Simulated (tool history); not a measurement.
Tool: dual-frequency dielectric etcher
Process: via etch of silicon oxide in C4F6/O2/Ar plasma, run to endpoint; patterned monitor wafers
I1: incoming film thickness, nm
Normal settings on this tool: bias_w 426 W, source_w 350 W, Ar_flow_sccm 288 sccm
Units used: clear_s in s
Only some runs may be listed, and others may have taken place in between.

{"run": 1, "hour": 0.0, "bias_w": 426, "source_w": 350, "Ar_flow_sccm": 288, "I1": 190.4, "clear_s": 51.8}
{"run": 2, "hour": 11.3, "bias_w": 426, "source_w": 350, "Ar_flow_sccm": 288, "I1": 188.9, "clear_s": 51.5}
{"run": 3, "hour": 19.4, "bias_w": 426, "source_w": 350, "Ar_flow_sccm": 288, "I1": 190.7, "clear_s": 52.1}
{"run": 4, "hour": 34.6, "bias_w": 426, "source_w": 350, "Ar_flow_sccm": 288, "I1": 193.3, "clear_s": 52.4}
{"run": 5, "hour": 47.0, "bias_w": 426, "source_w": 350, "Ar_flow_sccm": 288, "I1": 189.3, "clear_s": 51.3}
{"run": 6, "hour": 61.3, "bias_w": 426, "source_w": 320, "Ar_flow_sccm": 316, "I1": 191.4, "clear_s": 55.2}
{"run": 7, "hour": 78.2, "bias_w": 426, "source_w": 320, "Ar_flow_sccm": 316, "I1": 190.9, "clear_s": 55.2}
{"run": 8, "hour": 85.0, "bias_w": 426, "source_w": 350, "Ar_flow_sccm": 288, "I1": 189, "clear_s": 51.9}
{"hour": 119.5, "done": "upper electrode replaced"}
{"run": 9, "hour": 120.0, "bias_w": 426, "source_w": 350, "Ar_flow_sccm": 288, "I1": 189.8, "clear_s": 51.1}
{"run": 10, "hour": 120.3, "bias_w": 394, "source_w": 380, "Ar_flow_sccm": 288, "I1": 188.6, "clear_s": 49.7}
{"run": 11, "hour": 120.7, "bias_w": 426, "source_w": 350, "Ar_flow_sccm": 288, "I1": 189.5, "clear_s": 51}
{"run": 12, "hour": 121.0, "bias_w": 426, "source_w": 350, "Ar_flow_sccm": 288, "I1": 189.9, "clear_s": 51.5}
{"run": 13, "hour": 127.2, "bias_w": 426, "source_w": 350, "Ar_flow_sccm": 288, "I1": 192.7, "clear_s": 51.9}
{"hour": 151.8, "done": "Ar flow controller replaced"}
{"hour": 154.9, "done": "wet clean of the chamber"}
{"run": 14, "hour": 155.4, "bias_w": 426, "source_w": 350, "Ar_flow_sccm": 288, "I1": 189.9, "clear_s": 57.2}
{"run": 15, "hour": 155.7, "bias_w": 367, "source_w": 280, "Ar_flow_sccm": 312, "I1": 189.3, "clear_s": 68.6}
{"run": 16, "hour": 162.4, "bias_w": 500, "source_w": 300, "Ar_flow_sccm": 347, "I1": 190.8, "clear_s": 60.1}
{"hour": 172.9, "done": "source power generator calibrated"}
{"hour": 177.4, "done": "bias power generator calibrated"}
{"hour": 205.1, "done": "wet clean of the chamber, repeated, since the last time left the tool worse"}
{"run": 17, "hour": 205.6, "bias_w": 397, "source_w": 280, "Ar_flow_sccm": 217, "I1": 190.4, "clear_s": 60.7}
{"run": 18, "hour": 205.9, "bias_w": 336, "source_w": 390, "Ar_flow_sccm": 345, "I1": 189.7, "clear_s": 53.9}
{"run": 19, "hour": 215.1, "bias_w": 366, "source_w": 350, "Ar_flow_sccm": 288, "I1": 189.6, "clear_s": 56.1}
{"run": 20, "hour": 221.2, "bias_w": 327, "source_w": 350, "Ar_flow_sccm": 344, "I1": 190.2, "clear_s": 59}
{"run": 21, "hour": 229.1, "bias_w": 327, "source_w": 350, "Ar_flow_sccm": 344, "I1": 191, "clear_s": 59.2}
{"run": 22, "hour": 240.2, "bias_w": 489, "source_w": 270, "Ar_flow_sccm": 328, "I1": 190.7, "clear_s": 59.6}

Consider 5 possible next runs. They are alternatives, not a sequence: every one starts from the tool as it was left by run 22. What does each give?
{"run": "A", "hour": 240.6, "bias_w": 426, "source_w": 350, "Ar_flow_sccm": 263, "I1": 189.6, "clear_s": "?"}
{"run": "B", "hour": 240.6, "bias_w": 426, "source_w": 320, "Ar_flow_sccm": 288, "I1": 189.6, "clear_s": "?"}
{"run": "C", "hour": 240.6, "bias_w": 532, "source_w": 350, "Ar_flow_sccm": 334, "I1": 189.6, "clear_s": "?"}
{"run": "D", "hour": 240.6, "bias_w": 343, "source_w": 430, "Ar_flow_sccm": 265, "I1": 189.6, "clear_s": "?"}
{"run": "E", "hour": 240.6, "bias_w": 426, "source_w": 350, "Ar_flow_sccm": 221, "I1": 189.6, "clear_s": "?"}

run=A clear_s=51.9
run=B clear_s=55
run=C clear_s=49.4
run=D clear_s=49.7
run=E clear_s=51.1
Had the tool no hidden state, the same runs would have come out as:
run=A clear_s=52.1
run=B clear_s=55.2
run=C clear_s=49.6
run=D clear_s=49.9
run=E clear_s=51.3
